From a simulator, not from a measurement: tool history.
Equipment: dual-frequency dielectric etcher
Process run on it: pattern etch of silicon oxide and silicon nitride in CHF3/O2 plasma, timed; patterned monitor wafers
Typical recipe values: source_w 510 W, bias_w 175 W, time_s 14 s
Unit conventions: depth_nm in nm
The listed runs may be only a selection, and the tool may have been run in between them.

run	hour	source_w	bias_w	time_s	read-back reference wafer on the same gauge, depth_nm	depth_nm
1	0	510	175	15.5	15.78	20.71
2	92.2	510	175	14	15.81	18.45
3	194	440	175	14	15.81	17.57
4	286.7	510	175	14	15.8	18.16
# hour 573.8: wet clean of the chamber
5	588.9	510	175	14	15.81	18.42
6	825.1	510	175	14	15.78	18.13
# hour 937.9: upper electrode replaced
7	938.4	510	175	12	15.81	15.35
# hour 970: source power generator calibrated
8	981	510	175	12	15.8	15.18
9	1088.1	510	175	14	15.8	17.66
# hour 1118.5: wet clean of the chamber
10	1174	510	175	14	15.81	18.43
# hour 1192.1: gauge calibrated
11	1250.2	510	175	14	15.79	18.28
12	1328.8	510	133	14	15.8	16.39
13	1419.6	510	175	11	15.8	14.16
14	1530.3	420	131	10.5	15.81	11.26
# hour 1577.6: wet clean of the chamber
15	1631.1	420	132	15.5	15.79	17.23
# hour 1735.1: bias power generator calibrated
16	1735.6	420	131	10.5	15.79	11.53
17	1785.3	610	207	11	15.81	16.06
18	1862.5	580	175	14	15.79	18.71
19	1931.9	630	175	14	15.81	19.1
20	2057.6	450	200	14	15.79	17.97
# hour 2127: wet clean of the chamber
21	2161.3	510	175	14	15.81	18.43
22	2213.7	510	193	17	15.79	23.11

Below, some changes in depth_nm between adjacent runs. For each, the amount present without the hidden state too (settings, incoming material, random variation) and the amount remaining for the hidden state with gauge scatter not shared by both compared results:
What the log doesn't record here: etch rate over this chamber's usual, %; source power that arrives over what is set, %; bias power that arrives over what is set, %; gauge reads high (%).
Run 9 -> 10: wet clean of the chamber. depth_nm +0.77 nm: hidden state +0.74, all else +0.03.
Run 14 -> 15: bias_w 131 -> 132, time_s 10.5 -> 15.5, wet clean of the chamber. depth_nm +5.97 nm: hidden state +0.2, all else +5.77.
Run 15 -> 16: bias_w 132 -> 131, time_s 15.5 -> 10.5, bias power generator calibrated. depth_nm -5.7 nm: hidden state -0.04, all else -5.66.
Run 20 -> 21: source_w 450 -> 510, bias_w 200 -> 175, wet clean of the chamber. depth_nm +0.46 nm: hidden state +0.73, all else -0.27.
